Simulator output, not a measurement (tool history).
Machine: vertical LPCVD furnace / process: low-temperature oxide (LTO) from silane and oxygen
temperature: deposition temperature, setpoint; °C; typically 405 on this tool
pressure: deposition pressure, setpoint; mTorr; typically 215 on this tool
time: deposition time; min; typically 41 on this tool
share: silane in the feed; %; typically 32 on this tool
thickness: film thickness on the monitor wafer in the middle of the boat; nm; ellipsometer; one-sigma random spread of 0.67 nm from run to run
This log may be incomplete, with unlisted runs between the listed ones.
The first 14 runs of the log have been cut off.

run	hour	temperature	pressure	time	share	read-back reference wafer on the same gauge, thickness	thickness
15	351.6	405	215	50.5	37	268.97	467.27
16	363.9	405	215	41	32	268.99	312.58
# hour 371.5: gauge calibrated
17	384.6	405	215	35.5	26	269	199.99
18	402.8	405	230	31	32	268.9	253.92
# hour 432.6: silane flow controller replaced
19	435.3	405	215	41	32	269.14	314.64
20	458.7	399	215	41	32	268.95	290.72
21	471.9	405	215	41	32	268.93	315.01
# hour 520.2: pressure gauge zeroed
22	520.7	405	215	31	28	268.86	186.46
23	524.6	415	180	25.5	32	269.07	173.64
24	548.5	400	250	41	32	269.03	327.41
25	575	415	180	25.5	32	268.99	174.78
26	604.7	405	215	35.5	36	268.94	304.21
27	635.2	405	215	55	32	269.12	400.1
28	662.7	405	215	41	32	269.19	299.45
29	684.1	405	250	30	32	268.99	255.37
30	705.7	405	215	41	32	269.09	300.33
31	720.5	405	230	41	32	269.05	320.81

4 ways to go on from here, each from the tool as it stands after run 31. What would each give?
A	724.6	405	215	41	32	?	?
B	724.6	405	215	31	27	?	?
C	724.6	397	240	41	38	?	?
D	724.6	405	185	36	27	?	?

run	read-back reference wafer on the same gauge, thickness	thickness
A	268.92	300.02
B	268.92	176.95
C	268.92	383.98
D	268.92	177.12
With no hidden state in the tool, these same runs would have given:
run	thickness
A	296.77
B	175.03
C	380.25
D	174.9
